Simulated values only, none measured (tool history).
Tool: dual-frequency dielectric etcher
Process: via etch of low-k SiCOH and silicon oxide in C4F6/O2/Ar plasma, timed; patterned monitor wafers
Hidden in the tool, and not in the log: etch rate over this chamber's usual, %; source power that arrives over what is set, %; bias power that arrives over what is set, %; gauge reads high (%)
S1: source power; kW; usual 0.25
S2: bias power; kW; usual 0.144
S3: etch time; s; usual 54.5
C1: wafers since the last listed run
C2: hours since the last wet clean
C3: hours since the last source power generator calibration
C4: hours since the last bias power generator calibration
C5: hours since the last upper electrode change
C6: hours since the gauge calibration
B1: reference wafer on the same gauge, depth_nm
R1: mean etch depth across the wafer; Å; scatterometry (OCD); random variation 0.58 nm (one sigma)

| run | hour | S1 | S2 | S3 | C1 | C2 | C3 | C4 | C5 | C6 | B1 | R1 |
|---|---|---|---|---|---|---|---|---|---|---|---|---|
| 1 | 0 | 0.25 | 0.144 | 43 | 0 | 257 | 2291.6 | 1758.1 | 4866 | 737.3 | 135.8 | 930 |
| 2 | 78.1 | 0.25 | 0.144 | 43 | 668 | 335.1 | 2369.7 | 1836.2 | 4944.1 | 815.4 | 135.8 | 922 |
| 3 | 148.3 | 0.25 | 0.144 | 54.5 | 601 | 405.3 | 2439.9 | 1906.4 | 5014.3 | 885.6 | 136 | 1172 |
| 4 | 193.5 | 0.25 | 0.144 | 54.5 | 387 | 450.5 | 2485.1 | 1951.6 | 5059.5 | 930.8 | 136.2 | 1158 |
| 5 | 255.2 | 0.25 | 0.144 | 54.5 | 528 | 512.2 | 2546.8 | 2013.3 | 5121.2 | 992.5 | 136 | 1159 |
| 6 | 341.7 | 0.25 | 0.144 | 54.5 | 740 | 598.7 | 2633.3 | 2099.8 | 5207.7 | 1079 | 136.1 | 1147 |
|  | 412.2 | wet clean of the chamber |
| 7 | 560 | 0.25 | 0.144 | 54.5 | 1664 | 147.8 | 2851.6 | 2318.1 | 5426 | 1297.3 | 136.1 | 1197 |
|  | 614.4 | source power generator calibrated |
| 8 | 658.6 | 0.25 | 0.144 | 54.5 | 810 | 246.4 | 44.2 | 2416.7 | 5524.6 | 1395.9 | 135.9 | 1184 |
|  | 835.8 | upper electrode replaced |
|  | 955 | wet clean of the chamber |
| 9 | 955.5 | 0.25 | 0.144 | 54.5 | 2131 | 0.5 | 341.1 | 2713.6 | 119.7 | 1692.8 | 136.3 | 1212 |
| 10 | 1040.8 | 0.25 | 0.144 | 54.5 | 730 | 85.8 | 426.4 | 2798.9 | 205 | 1778.1 | 135.9 | 1209 |
| 11 | 1100.3 | 0.25 | 0.144 | 67 | 509 | 145.3 | 485.9 | 2858.4 | 264.5 | 1837.6 | 135.9 | 1478 |
|  | 1123.5 | gauge calibrated |
|  | 1137.6 | bias power generator calibrated |
| 12 | 1150 | 0.25 | 0.144 | 54.5 | 391 | 195 | 535.6 | 12.4 | 314.2 | 26.5 | 135.9 | 1195 |
| 13 | 1207.8 | 0.25 | 0.144 | 70.5 | 495 | 252.8 | 593.4 | 70.2 | 372 | 84.3 | 136 | 1539 |
| 14 | 1329.1 | 0.25 | 0.144 | 54.5 | 1038 | 374.1 | 714.7 | 191.5 | 493.3 | 205.6 | 135.9 | 1180 |
| 15 | 1405.9 | 0.25 | 0.119 | 43.5 | 657 | 450.9 | 791.5 | 268.3 | 570.1 | 282.4 | 135.8 | 858 |
| 16 | 1455.7 | 0.25 | 0.144 | 45.5 | 426 | 500.7 | 841.3 | 318.1 | 619.9 | 332.2 | 136.1 | 965 |
|  | 1506.8 | wet clean of the chamber |
| 17 | 1507.3 | 0.25 | 0.131 | 54.5 | 236 | 0.5 | 892.9 | 369.7 | 671.5 | 383.8 | 136.1 | 1166 |
| 18 | 1567.1 | 0.28 | 0.111 | 54.5 | 512 | 60.3 | 952.7 | 429.5 | 731.3 | 443.6 | 135.8 | 1139 |
| 19 | 1665.9 | 0.31 | 0.156 | 42 | 846 | 159.1 | 1051.5 | 528.3 | 830.1 | 542.4 | 136.1 | 1049 |

Forecast each of these 4 alternatives for the next run:
| A | 1666.3 | 0.23 | 0.144 | 54.5 | 3 | 159.5 | 1051.9 | 528.7 | 830.5 | 542.8 | ? | ? |
| B | 1666.3 | 0.22 | 0.109 | 64.5 | 3 | 159.5 | 1051.9 | 528.7 | 830.5 | 542.8 | ? | ? |
| C | 1666.3 | 0.29 | 0.126 | 54.5 | 3 | 159.5 | 1051.9 | 528.7 | 830.5 | 542.8 | ? | ? |
| D | 1666.3 | 0.25 | 0.163 | 47.5 | 3 | 159.5 | 1051.9 | 528.7 | 830.5 | 542.8 | ? | ? |

| run | B1 | R1 |
|---|---|---|
| A | 135.9 | 1157 |
| B | 135.9 | 1193 |
| C | 135.9 | 1195 |
| D | 135.9 | 1097 |
Without the tool's hidden state the same runs would have given:
| run | R1 |
|---|---|
| A | 1168 |
| B | 1205 |
| C | 1207 |
| D | 1108 |
